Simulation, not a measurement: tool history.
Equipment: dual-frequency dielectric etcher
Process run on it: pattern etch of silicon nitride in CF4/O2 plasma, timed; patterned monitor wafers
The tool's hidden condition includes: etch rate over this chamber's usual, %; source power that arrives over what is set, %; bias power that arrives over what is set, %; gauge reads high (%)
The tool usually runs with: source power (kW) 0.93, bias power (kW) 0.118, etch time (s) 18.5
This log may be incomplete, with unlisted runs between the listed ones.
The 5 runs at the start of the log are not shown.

run     day  source power (kW)  bias power (kW)  etch time (s)  wafers since the last listed run  hours since the last wet clean  hours since the last source power generator calibration  hours since the last bias power generator calibration  hours since the last upper electrode change  hours since the gauge calibration  read-back reference wafer on the same gauge, depth_nm  mean etch depth across the wafer (nm)
  6   2.862               0.87            0.118           18.5                               134                           499.9                                                   2354.5                                                 4118.8                                       1797.5                              160.5                                                   64.4                                   51.6
  7   3.383               0.87            0.118           18.5                               149                           512.4                                                     2367                                                 4131.3                                         1810                                173                                                   64.4                                   51.2
  8   3.654               0.93            0.118           18.5                                77                           518.9                                                   2373.5                                                 4137.8                                       1816.5                              179.5                                                   64.4                                   55.3
      4.708  -- upper electrode replaced
  9   4.729               1.03            0.118           19.5                                21                           544.7                                                   2399.3                                                 4163.6                                          0.5                              205.3                                                   64.4                                   64.8
 10   4.742               0.93            0.118           18.5                                 3                             545                                                   2399.6                                                 4163.9                                          0.8                              205.6                                                   64.4                                   55.3
 11   5.133               0.93            0.137           18.5                               112                           554.4                                                     2409                                                 4173.3                                         10.2                                215                                                   64.4                                   58.2
 12   5.438               0.85            0.145           18.5                                87                           561.7                                                   2416.3                                                 4180.6                                         17.5                              222.3                                                   64.4                                   53.9
      6.033  -- source power generator calibrated
 13   6.054               0.83            0.137           13.5                               128                           576.5                                                      0.5                                                 4195.4                                         32.3                              237.1                                                   64.4                                   39.8
 14   6.638               0.93            0.101           15.5                               167                           590.5                                                     14.5                                                 4209.4                                         46.3                              251.1                                                   64.4                                   46.4
      7.758  -- wet clean of the chamber
 15   7.779               1.09            0.118             15                                40                             0.5                                                     41.9                                                 4236.8                                         73.7                              278.5                                                   64.4                                   55.9
 16   7.792               1.07            0.093           22.5                                 3                             0.8                                                     42.2                                                 4237.1                                           74                              278.8                                                   64.4                                   76.4
 17   8.025               0.93            0.118           18.5                                66                             6.4                                                     47.8                                                 4242.7                                         79.6                              284.4                                                   64.4                                   58.4
 18   8.754               0.84            0.118             22                               208                            23.9                                                     65.3                                                 4260.2                                         97.1                              301.9                                                   64.4                                   62.3
      8.925  -- gauge calibrated
 19   9.338               0.78             0.11           22.5                               167                            37.9                                                     79.3                                                 4274.2                                        111.1                                9.9                                                   64.4                                   57.1
 20   9.883               0.93             0.14           20.5                               156                              51                                                     92.4                                                 4287.3                                        124.2                                 23                                                   64.4                                   68.3
 21   10.15               0.93            0.118           18.5                                76                            57.4                                                     98.8                                                 4293.7                                        130.6                               29.4                                                   64.4                                   58.2
 22  10.504               1.08            0.118           18.5                               101                            65.9                                                    107.3                                                 4302.2                                        139.1                               37.9                                                   64.4                                   68.2
     10.738  -- bias power generator calibrated
 23  11.075               0.93            0.118           18.5                               115                            79.6                                                      121                                                    8.1                                        152.8                               51.6                                                   64.4                                   57.9
 24  11.721                0.8            0.102           15.5                               184                            95.1                                                    136.5                                                   23.6                                        168.3                               67.1                                                   64.4                                   39.4
 25  12.321               0.93            0.127           23.5                               171                           109.5                                                    150.9                                                     38                                        182.7                               81.5                                                   64.4                                   75.5
 26  12.758                0.8            0.135           15.5                               125                             120                                                    161.4                                                   48.5                                        193.2                                 92                                                   64.4                                   43.2
 27   13.05               0.93            0.118           18.5                                83                             127                                                    168.4                                                   55.5                                        200.2                                 99                                                   64.4                                   57.8
 28  13.583               0.78            0.118           21.5                               152                           139.8                                                    181.2                                                   68.3                                          213                              111.8                                                   64.4                                   55.7
 29  14.071               0.72            0.095           18.5                               139                           151.5                                                    192.9                                                     80                                        224.7                              123.5                                                   64.4                                   40.6
 30  14.525               0.85            0.145           18.5                               130                           162.4                                                    203.8                                                   90.9                                        235.6                              134.4                                                   64.4                                   56.3

What if the next run were any one of these 4? Each begins from the tool's condition after run 30:
  A  14.542               0.93            0.118           18.5                                 4                           162.8                                                    204.2                                                   91.3                                          236                              134.8                                                      ?                                      ?
  B  14.542               0.93            0.118           16.5                                 4                           162.8                                                    204.2                                                   91.3                                          236                              134.8                                                      ?                                      ?
  C  14.542               1.05            0.144           23.5                                 4                           162.8                                                    204.2                                                   91.3                                          236                              134.8                                                      ?                                      ?
  D  14.542               0.99            0.107             13                                 4                           162.8                                                    204.2                                                   91.3                                          236                              134.8                                                      ?                                      ?

run  read-back reference wafer on the same gauge, depth_nm  mean etch depth across the wafer (nm)
  A                                                   64.4                                   57.8
  B                                                   64.4                                   51.5
  C                                                   64.4                                   89.3
  D                                                   64.4                                     42
With the hidden condition removed and each run's random variation left untouched, the same runs would have given:
run  mean etch depth across the wafer (nm)
  A                                   58.5
  B                                   52.1
  C                                   90.3
  D                                   42.5
